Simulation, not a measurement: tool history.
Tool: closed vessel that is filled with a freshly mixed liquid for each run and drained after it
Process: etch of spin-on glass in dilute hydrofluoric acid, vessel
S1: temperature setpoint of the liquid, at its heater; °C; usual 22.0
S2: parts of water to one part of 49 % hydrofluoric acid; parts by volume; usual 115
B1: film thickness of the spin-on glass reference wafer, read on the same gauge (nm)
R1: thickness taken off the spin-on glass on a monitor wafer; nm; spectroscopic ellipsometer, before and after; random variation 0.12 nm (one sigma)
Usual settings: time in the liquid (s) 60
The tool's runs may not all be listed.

Run 1, hour 0.0: usual settings but S2 155 parts by volume, time in the liquid (s) 75; B1 59.45. Result: R1 19.38 nm.
Run 2, hour 28.8: usual settings but S2 155 parts by volume, time in the liquid (s) 75; B1 59.38. Result: R1 19.25 nm.
Run 3, hour 52.3: usual settings but S2 155 parts by volume, time in the liquid (s) 75; B1 59.34. Result: R1 19.27 nm.
Run 4, hour 67.4: usual settings; B1 59.29. Result: R1 21.79 nm.
Run 5, hour 95.6: usual settings but S1 23.5 °C; B1 59.21. Result: R1 22.76 nm.
Run 6, hour 128.8: usual settings but S1 23.5 °C; B1 59.13. Result: R1 22.91 nm.
Run 7, hour 162.4: usual settings but S1 23.5 °C; B1 59.08. Result: R1 22.73 nm.
Run 8, hour 194.8: usual settings but S1 23.0 °C; B1 58.99. Result: R1 22.40 nm.
Run 9, hour 217.3: usual settings but S1 23.0 °C; B1 58.94. Result: R1 22.38 nm.
Run 10, hour 237.0: usual settings; B1 58.89. Result: R1 21.49 nm.
At hour 248.8: gauge calibrated.
Run 11, hour 270.5: usual settings; B1 59.93. Result: R1 21.90 nm.
Run 12, hour 352.4: usual settings but S1 23.5 °C; B1 59.73. Result: R1 23.23 nm.
Run 13, hour 384.4: usual settings but S1 23.5 °C, S2 70 parts by volume, time in the liquid (s) 70; B1 59.68. Result: R1 47.21 nm.

Forecast run 14:
Run 14, hour 419.3: usual settings but S2 135 parts by volume, time in the liquid (s) 40; B1 ?. Result: R1 ?.

Run 14 gave B1 59.61, R1 12.04 nm.
Without the tool's hidden state the same run would have given R1 12.13 nm.

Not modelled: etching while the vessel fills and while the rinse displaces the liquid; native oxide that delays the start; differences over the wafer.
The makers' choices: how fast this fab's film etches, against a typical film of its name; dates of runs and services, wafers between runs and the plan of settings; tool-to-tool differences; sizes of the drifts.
